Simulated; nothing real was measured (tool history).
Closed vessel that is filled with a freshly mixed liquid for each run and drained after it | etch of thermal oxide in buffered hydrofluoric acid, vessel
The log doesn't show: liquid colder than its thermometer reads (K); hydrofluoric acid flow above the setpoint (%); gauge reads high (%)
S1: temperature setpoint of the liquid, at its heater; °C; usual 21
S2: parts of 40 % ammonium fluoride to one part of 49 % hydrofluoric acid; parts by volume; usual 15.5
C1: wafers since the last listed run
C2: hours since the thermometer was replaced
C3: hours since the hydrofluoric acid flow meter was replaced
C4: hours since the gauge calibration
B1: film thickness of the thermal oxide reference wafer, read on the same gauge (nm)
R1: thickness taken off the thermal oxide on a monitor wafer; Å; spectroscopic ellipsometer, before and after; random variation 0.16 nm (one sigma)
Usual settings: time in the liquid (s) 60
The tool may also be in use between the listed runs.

run 1 hour=0 | S1=21 S2=15.5 time_in_the_liquid_(s)=70 | C1=0 C2=866.7 C3=403 C4=119.3 | B1=70.01 | R1=479.3
run 2 hour=88.6 | S1=21 S2=15.5 time_in_the_liquid_(s)=70 | C1=11123 C2=955.3 C3=491.6 C4=207.9 | B1=70 | R1=476.7
run 3 hour=137.1 | S1=21 S2=15.5 time_in_the_liquid_(s)=70 | C1=6089 C2=1003.8 C3=540.1 C4=256.4 | B1=69.99 | R1=476.3
run 4 hour=199.9 | S1=21 S2=12.5 time_in_the_liquid_(s)=60 | C1=7884 C2=1066.6 C3=602.9 C4=319.2 | B1=70.01 | R1=505.6
-- hour=218.9 thermometer replaced
run 5 hour=286.7 | S1=21 S2=15.5 time_in_the_liquid_(s)=60 | C1=10772 C2=67.8 C3=689.7 C4=406 | B1=70 | R1=419.1
run 6 hour=334.7 | S1=21 S2=15.5 time_in_the_liquid_(s)=40 | C1=6026 C2=115.8 C3=737.7 C4=454 | B1=69.98 | R1=280.2
run 7 hour=395.3 | S1=21 S2=15.5 time_in_the_liquid_(s)=60 | C1=7608 C2=176.4 C3=798.3 C4=514.6 | B1=70 | R1=417.5
run 8 hour=477.6 | S1=21 S2=15.5 time_in_the_liquid_(s)=60 | C1=10332 C2=258.7 C3=880.6 C4=596.9 | B1=70 | R1=417.8
run 9 hour=549.8 | S1=21 S2=15.5 time_in_the_liquid_(s)=60 | C1=9064 C2=330.9 C3=952.8 C4=669.1 | B1=70.01 | R1=418
run 10 hour=661.3 | S1=21 S2=15.5 time_in_the_liquid_(s)=60 | C1=13998 C2=442.4 C3=1064.3 C4=780.6 | B1=69.99 | R1=416.1
run 11 hour=710.7 | S1=18.5 S2=15.5 time_in_the_liquid_(s)=60 | C1=6202 C2=491.8 C3=1113.7 C4=830 | B1=69.98 | R1=361.5
run 12 hour=779.9 | S1=18.5 S2=15.5 time_in_the_liquid_(s)=60 | C1=8688 C2=561 C3=1182.9 C4=899.2 | B1=70 | R1=360.3
-- hour=811.2 hydrofluoric acid flow meter replaced
run 13 hour=829.4 | S1=21 S2=15.5 time_in_the_liquid_(s)=60 | C1=6089 C2=610.5 C3=18.2 C4=948.7 | B1=70 | R1=414.1
run 14 hour=869.7 | S1=21 S2=15.5 time_in_the_liquid_(s)=60 | C1=5059 C2=650.8 C3=58.5 C4=989 | B1=69.99 | R1=413
run 15 hour=926.8 | S1=21 S2=15.5 time_in_the_liquid_(s)=60 | C1=7168 C2=707.9 C3=115.6 C4=1046.1 | B1=69.99 | R1=409.8
run 16 hour=991.7 | S1=21 S2=20 time_in_the_liquid_(s)=75 | C1=8148 C2=772.8 C3=180.5 C4=1111 | B1=69.98 | R1=397.7
run 17 hour=1084.1 | S1=21 S2=15.5 time_in_the_liquid_(s)=60 | C1=11600 C2=865.2 C3=272.9 C4=1203.4 | B1=70 | R1=408.8
run 18 hour=1234.3 | S1=22.5 S2=10.5 time_in_the_liquid_(s)=40 | C1=18857 C2=1015.4 C3=423.1 C4=1353.6 | B1=70.01 | R1=433
run 19 hour=1320 | S1=21 S2=10.5 time_in_the_liquid_(s)=70 | C1=10759 C2=1101.1 C3=508.8 C4=1439.3 | B1=70 | R1=697.4
run 20 hour=1375.9 | S1=23 S2=17.5 time_in_the_liquid_(s)=60 | C1=7018 C2=1157 C3=564.7 C4=1495.2 | B1=69.99 | R1=403.1
run 21 hour=1454 | S1=21 S2=15.5 time_in_the_liquid_(s)=45 | C1=9805 C2=1235.1 C3=642.8 C4=1573.3 | B1=70 | R1=304.3
-- hour=1499.1 thermometer replaced
run 22 hour=1535.2 | S1=24 S2=12 time_in_the_liquid_(s)=30 | C1=10069 C2=36.1 C3=724 C4=1654.5 | B1=70 | R1=319.9
-- hour=1589.4 gauge calibrated
run 23 hour=1610.4 | S1=21 S2=15.5 time_in_the_liquid_(s)=70 | C1=9441 C2=111.3 C3=799.2 C4=21 | B1=69.97 | R1=491.2
run 24 hour=1689 | S1=24.5 S2=15.5 time_in_the_liquid_(s)=60 | C1=9868 C2=189.9 C3=877.8 C4=99.6 | B1=70.01 | R1=505
run 25 hour=1754.7 | S1=24 S2=10.5 time_in_the_liquid_(s)=85 | C1=8248 C2=255.6 C3=943.5 C4=165.3 | B1=70.01 | R1=1021.6
-- hour=1835.3 hydrofluoric acid flow meter replaced
run 26 hour=1845.9 | S1=21 S2=11.5 time_in_the_liquid_(s)=60 | C1=11324 C2=346.8 C3=10.6 C4=256.5 | B1=70.01 | R1=561.2

The next listed run, before its measurement:
run 27 hour=1913.1 | S1=21 S2=15.5 time_in_the_liquid_(s)=60 | C1=8437 C2=414 C3=77.8 C4=323.7 | B1=? | R1=?

B1: 70
R1: 415.8 Å
Without the tool's hidden state the same run would have given R1 421.6 Å.
